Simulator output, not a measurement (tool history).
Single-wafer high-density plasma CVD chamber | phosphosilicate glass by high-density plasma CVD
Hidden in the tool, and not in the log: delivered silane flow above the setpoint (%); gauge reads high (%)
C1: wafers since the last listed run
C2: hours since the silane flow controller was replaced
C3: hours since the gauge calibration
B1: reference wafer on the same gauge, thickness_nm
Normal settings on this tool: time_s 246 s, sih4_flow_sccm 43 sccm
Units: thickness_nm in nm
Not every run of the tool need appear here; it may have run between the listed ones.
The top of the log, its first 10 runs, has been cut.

run 11 hour=293.6 | time_s=246 sih4_flow_sccm=43 | C1=142 C2=2155.5 C3=582.0 | B1=839.671 | thickness_nm=995.454
run 12 hour=309.9 | time_s=246 sih4_flow_sccm=43 | C1=139 C2=2171.8 C3=598.3 | B1=840.109 | thickness_nm=993.198
run 13 hour=328.9 | time_s=246 sih4_flow_sccm=43 | C1=163 C2=2190.8 C3=617.3 | B1=840.181 | thickness_nm=994.042
run 14 hour=356.8 | time_s=246 sih4_flow_sccm=43 | C1=239 C2=2218.7 C3=645.2 | B1=840.252 | thickness_nm=988.157
run 15 hour=384.5 | time_s=246 sih4_flow_sccm=43 | C1=237 C2=2246.4 C3=672.9 | B1=840.289 | thickness_nm=987.169
run 16 hour=399.5 | time_s=263 sih4_flow_sccm=37 | C1=128 C2=2261.4 C3=687.9 | B1=840.496 | thickness_nm=937.344
-- hour=413.3 gauge calibrated
run 17 hour=422.5 | time_s=246 sih4_flow_sccm=48 | C1=197 C2=2284.4 C3=9.2 | B1=840.165 | thickness_nm=1075.428
run 18 hour=437.0 | time_s=220 sih4_flow_sccm=51 | C1=124 C2=2298.9 C3=23.7 | B1=839.990 | thickness_nm=1018.067
run 19 hour=460.9 | time_s=246 sih4_flow_sccm=50 | C1=205 C2=2322.8 C3=47.6 | B1=840.562 | thickness_nm=1111.906
run 20 hour=488.3 | time_s=210 sih4_flow_sccm=36 | C1=235 C2=2350.2 C3=75.0 | B1=840.238 | thickness_nm=733.362
-- hour=506.5 silane flow controller replaced
run 21 hour=507.0 | time_s=246 sih4_flow_sccm=43 | C1=91 C2=0.5 C3=93.7 | B1=840.764 | thickness_nm=1043.179
run 22 hour=531.7 | time_s=286 sih4_flow_sccm=37 | C1=211 C2=25.2 C3=118.4 | B1=839.742 | thickness_nm=1074.569
run 23 hour=575.3 | time_s=206 sih4_flow_sccm=43 | C1=374 C2=68.8 C3=162.0 | B1=840.252 | thickness_nm=868.201
run 24 hour=618.8 | time_s=204 sih4_flow_sccm=38 | C1=373 C2=112.3 C3=205.5 | B1=839.774 | thickness_nm=779.120
run 25 hour=652.6 | time_s=246 sih4_flow_sccm=43 | C1=289 C2=146.1 C3=239.3 | B1=840.106 | thickness_nm=1034.503
run 26 hour=665.7 | time_s=246 sih4_flow_sccm=43 | C1=112 C2=159.2 C3=252.4 | B1=839.700 | thickness_nm=1032.308
run 27 hour=687.3 | time_s=204 sih4_flow_sccm=38 | C1=185 C2=180.8 C3=274.0 | B1=840.591 | thickness_nm=776.266
run 28 hour=743.5 | time_s=283 sih4_flow_sccm=49 | C1=482 C2=237.0 C3=330.2 | B1=840.263 | thickness_nm=1319.204
run 29 hour=758.1 | time_s=275 sih4_flow_sccm=43 | C1=125 C2=251.6 C3=344.8 | B1=840.281 | thickness_nm=1154.012
run 30 hour=791.5 | time_s=246 sih4_flow_sccm=43 | C1=286 C2=285.0 C3=378.2 | B1=839.460 | thickness_nm=1026.806
run 31 hour=817.8 | time_s=214 sih4_flow_sccm=51 | C1=225 C2=311.3 C3=404.5 | B1=839.710 | thickness_nm=1029.629

What if the next run were any one of these 4? Each begins from the tool's condition after run 31:
run A hour=818.3 | time_s=233 sih4_flow_sccm=43 | C1=4 C2=311.8 C3=405.0 | B1=? | thickness_nm=?
run B hour=818.3 | time_s=217 sih4_flow_sccm=43 | C1=4 C2=311.8 C3=405.0 | B1=? | thickness_nm=?
run C hour=818.3 | time_s=261 sih4_flow_sccm=51 | C1=4 C2=311.8 C3=405.0 | B1=? | thickness_nm=?
run D hour=818.3 | time_s=216 sih4_flow_sccm=47 | C1=4 C2=311.8 C3=405.0 | B1=? | thickness_nm=?

run=A B1=839.925 thickness_nm=979.099
run=B B1=839.925 thickness_nm=911.864
run=C B1=839.925 thickness_nm=1261.340
run=D B1=839.925 thickness_nm=975.765
The same runs, with their run-to-run variation unchanged, on a tool lacking any hidden condition would have given:
run=A thickness_nm=981.351
run=B thickness_nm=913.962
run=C thickness_nm=1264.242
run=D thickness_nm=978.010
